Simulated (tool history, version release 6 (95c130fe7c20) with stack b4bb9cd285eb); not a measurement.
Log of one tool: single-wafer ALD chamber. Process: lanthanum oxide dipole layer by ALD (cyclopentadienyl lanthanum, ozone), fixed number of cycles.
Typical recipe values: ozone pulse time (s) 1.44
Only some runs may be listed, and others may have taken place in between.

| run | hour | ozone pulse time (s) | read-back reference wafer on the same gauge, thickness_nm | mean film thickness on the monitor wafer (Å) |
|---|---|---|---|---|
| 1 | 0 | 1.06 | 0.412 | 4.37 |
| 2 | 46.5 | 1.86 | 0.412 | 5.28 |
| 3 | 71.7 | 1.86 | 0.412 | 5.27 |
| 4 | 141.8 | 1.44 | 0.412 | 5.1 |
| 5 | 197.5 | 1.44 | 0.412 | 5.07 |
| 6 | 257.2 | 1.44 | 0.412 | 5.09 |
| 7 | 308.1 | 1.13 | 0.412 | 4.58 |
| 8 | 369.7 | 1.13 | 0.412 | 4.59 |
| 9 | 397.4 | 1.44 | 0.412 | 5.06 |
| 10 | 430.2 | 1.22 | 0.412 | 4.75 |
| 11 | 470.2 | 1.22 | 0.412 | 4.75 |
| 12 | 527.9 | 1.01 | 0.412 | 4.23 |
| 13 | 592.9 | 1.82 | 0.412 | 5.29 |
| 14 | 650.6 | 1.78 | 0.412 | 5.26 |
| 15 | 687.6 | 1.66 | 0.412 | 5.21 |
| 16 | 744.9 | 1.98 | 0.412 | 5.3 |
| 17 | 885.2 | 1.44 | 0.412 | 5.02 |
| 18 | 915.7 | 1.95 | 0.412 | 5.29 |
| 19 | 935.2 | 1.6 | 0.412 | 5.17 |
| 20 | 991.4 | 1.29 | 0.412 | 4.86 |
| 21 | 1032.9 | 1.73 | 0.412 | 5.21 |
| 22 | 1081.2 | 2.01 | 0.412 | 5.31 |
| 23 | 1139.4 | 1.23 | 0.412 | 4.73 |
| 24 | 1196.6 | 1.99 | 0.412 | 5.31 |
| 25 | 1225.5 | 1.44 | 0.412 | 5.03 |
| 26 | 1293 | 1.69 | 0.412 | 5.23 |
| 27 | 1329.8 | 1.66 | 0.412 | 5.23 |
| 28 | 1356.8 | 1.83 | 0.412 | 5.27 |
| 29 | 1407.3 | 0.91 | 0.412 | 3.87 |
| 30 | 1454.6 | 1.44 | 0.412 | 5.07 |
| 31 | 1514.9 | 1.61 | 0.412 | 5.16 |
| 32 | 1572.4 | 1.44 | 0.412 | 5.03 |
| 33 | 1602.4 | 1.9 | 0.412 | 5.3 |
| 34 | 1657.1 | 1.44 | 0.412 | 5.03 |
| 35 | 1728.6 | 1.02 | 0.412 | 4.23 |

Put back what was entered between runs (5 entries, withheld): which listed runs does each sit between, and how does the hidden state differ from the listed run before to the listed run after?
Logged between run 3 and run 4: ozone generator serviced (hour 141.3)
  ozone dose above that of a generator just serviced (%): -4.47 -> -0.114
  what was measured, less what the result would be without the hidden state, mean film thickness on the monitor wafer (Å): -0.02 -> +0
Logged between run 10 and run 11: thermocouple changed; heater temperature recalibrated (hour 467.9)
  ozone dose above that of a generator just serviced (%): -2.67 -> -2.89
  what was measured, less what the result would be without the hidden state, mean film thickness on the monitor wafer (Å): -0.06 -> -0.06
Logged between run 17 and run 18: showerhead replaced (hour 915.2)
  ozone dose above that of a generator just serviced (%): -4.14 -> -4.19
  what was measured, less what the result would be without the hidden state, mean film thickness on the monitor wafer (Å): -0.06 -> -0.02
Logged between run 22 and run 23: gauge calibrated (hour 1093.3)
  ozone dose above that of a generator just serviced (%): -4.38 -> -4.43
  what was measured, less what the result would be without the hidden state, mean film thickness on the monitor wafer (Å): -0.02 -> -0.09
Logged between run 25 and run 26: ozone generator serviced (hour 1273.5)
  ozone dose above that of a generator just serviced (%): -4.49 -> -0.832
  what was measured, less what the result would be without the hidden state, mean film thickness on the monitor wafer (Å): -0.06 -> -0.01
